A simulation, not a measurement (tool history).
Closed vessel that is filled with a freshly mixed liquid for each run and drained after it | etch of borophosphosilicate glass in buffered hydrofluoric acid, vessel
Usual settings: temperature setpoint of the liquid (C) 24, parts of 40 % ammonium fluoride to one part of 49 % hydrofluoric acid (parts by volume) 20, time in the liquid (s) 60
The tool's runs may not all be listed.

| run | day | temperature setpoint of the liquid (C) | parts of 40 % ammonium fluoride to one part of 49 % hydrofluoric acid (parts by volume) | time in the liquid (s) | wafers since the last listed run | hours since the thermometer was replaced | hours since the hydrofluoric acid flow meter was replaced | hours since the gauge calibration | read-back film thickness of the borophosphosilicate glass reference wafer, read on the same gauge (nm) | thickness taken off the borophosphosilicate glass on a monitor wafer (angstrom) |
|---|---|---|---|---|---|---|---|---|---|---|
| 1 | 0 | 24 | 20 | 60 | 0 | 638.3 | 211.2 | 1340.7 | 70.04 | 452.8 |
| 2 | 4.4 | 24 | 20 | 60 | 14881 | 743.9 | 316.8 | 1446.3 | 69.97 | 453.7 |
| 3 | 6.125 | 24 | 20 | 60 | 5834 | 785.3 | 358.2 | 1487.7 | 69.98 | 451.9 |
| 4 | 8.029 | 24 | 20 | 60 | 6440 | 831 | 403.9 | 1533.4 | 69.98 | 451.9 |
| 5 | 12.075 | 24 | 20 | 60 | 13683 | 928.1 | 501 | 1630.5 | 70.07 | 450.5 |
| 6 | 16.075 | 24 | 20 | 60 | 13528 | 1024.1 | 597 | 1726.5 | 70.02 | 449.1 |
|  | 17.312 | hydrofluoric acid flow meter replaced |
| 7 | 18.417 | 24 | 20 | 60 | 7779 | 1080.3 | 26.5 | 1782.7 | 69.99 | 449.1 |
| 8 | 29.638 | 24 | 20 | 60 | 37951 | 1349.6 | 295.8 | 2052 | 70.01 | 443.6 |
| 9 | 33.204 | 24 | 20 | 60 | 12063 | 1435.2 | 381.4 | 2137.6 | 70.03 | 444.3 |
| 10 | 36.746 | 24 | 14 | 60 | 11978 | 1520.2 | 466.4 | 2222.6 | 69.97 | 633.8 |
| 11 | 39.962 | 24 | 14 | 60 | 10879 | 1597.4 | 543.6 | 2299.8 | 69.97 | 629.8 |
|  | 42.592 | hydrofluoric acid flow meter replaced |
| 12 | 43.242 | 24 | 14 | 60 | 10950 | 1676.1 | 15.6 | 2378.5 | 70.02 | 630.8 |
| 13 | 46.558 | 24 | 20 | 60 | 11217 | 1755.7 | 95.2 | 2458.1 | 70 | 445.1 |
| 14 | 50.604 | 24 | 20 | 60 | 13683 | 1852.8 | 192.3 | 2555.2 | 70.02 | 441.1 |
| 15 | 52.446 | 24 | 20 | 60 | 6228 | 1897 | 236.5 | 2599.4 | 69.97 | 445.7 |
| 16 | 56.338 | 24 | 20 | 60 | 13162 | 1990.4 | 329.9 | 2692.8 | 69.99 | 441 |
|  | 59.254 | thermometer replaced |
|  | 64.462 | gauge calibrated |
| 17 | 64.879 | 22.5 | 20 | 60 | 28749 | 135 | 534.9 | 10 | 70.02 | 421.9 |
| 18 | 66.529 | 24 | 20 | 60 | 5580 | 174.6 | 574.5 | 49.6 | 70.06 | 457.2 |
|  | 68.275 | hydrofluoric acid flow meter replaced |
| 19 | 68.892 | 29 | 20 | 60 | 7849 | 231.3 | 14.8 | 106.3 | 69.97 | 597.8 |
| 20 | 71.633 | 26.5 | 16 | 60 | 9272 | 297.1 | 80.6 | 172.1 | 69.97 | 644.7 |
| 21 | 83.192 | 24 | 20 | 60 | 39093 | 574.5 | 358 | 449.5 | 69.96 | 449 |
| 22 | 87.371 | 19 | 17.5 | 30 | 14134 | 674.8 | 458.3 | 549.8 | 70.02 | 196.4 |
|  | 90.329 | hydrofluoric acid flow meter replaced |
| 23 | 91.771 | 25.5 | 26.5 | 35 | 14740 | 780.4 | 34.6 | 655.4 | 69.96 | 236 |
| 24 | 95.983 | 24 | 20 | 30 | 14247 | 881.5 | 135.7 | 756.5 | 69.94 | 225.6 |
| 25 | 99.2 | 28.5 | 22 | 30 | 10879 | 958.7 | 212.9 | 833.7 | 70.05 | 268.5 |
| 26 | 103.271 | 24 | 20 | 60 | 13768 | 1056.4 | 310.6 | 931.4 | 70 | 449.4 |
| 27 | 104.983 | 22 | 20 | 60 | 5792 | 1097.5 | 351.7 | 972.5 | 69.97 | 399.1 |
| 28 | 106.971 | 24 | 15 | 60 | 6722 | 1145.2 | 399.4 | 1020.2 | 69.99 | 595.7 |
| 29 | 108.85 | 24 | 12.5 | 60 | 6355 | 1190.3 | 444.5 | 1065.3 | 70 | 711.5 |
| 30 | 112.138 | 26.5 | 20 | 60 | 11119 | 1269.2 | 523.4 | 1144.2 | 70 | 512.8 |
| 31 | 116.262 | 24 | 12.5 | 60 | 13951 | 1368.2 | 622.4 | 1243.2 | 70.04 | 704.2 |

The same runs without the tool's hidden state, with the same run-to-run variation:
The hidden state here: liquid colder than its thermometer reads (K); hydrofluoric acid flow above the setpoint (%); gauge reads high (%).
| run | thickness taken off the borophosphosilicate glass on a monitor wafer (angstrom) |
|---|---|
| 1 | 458.7 |
| 2 | 460.6 |
| 3 | 459.4 |
| 4 | 459.8 |
| 5 | 459.1 |
| 6 | 458.7 |
| 7 | 459.2 |
| 8 | 456.1 |
| 9 | 457.7 |
| 10 | 654 |
| 11 | 650.9 |
| 12 | 653 |
| 13 | 461.6 |
| 14 | 458.2 |
| 15 | 463.5 |
| 16 | 459.6 |
| 17 | 423.7 |
| 18 | 459.5 |
| 19 | 601.2 |
| 20 | 649.5 |
| 21 | 454.8 |
| 22 | 199.5 |
| 23 | 240.1 |
| 24 | 230.1 |
| 25 | 274.1 |
| 26 | 460 |
| 27 | 408.9 |
| 28 | 610.8 |
| 29 | 730.2 |
| 30 | 527 |
| 31 | 725.5 |

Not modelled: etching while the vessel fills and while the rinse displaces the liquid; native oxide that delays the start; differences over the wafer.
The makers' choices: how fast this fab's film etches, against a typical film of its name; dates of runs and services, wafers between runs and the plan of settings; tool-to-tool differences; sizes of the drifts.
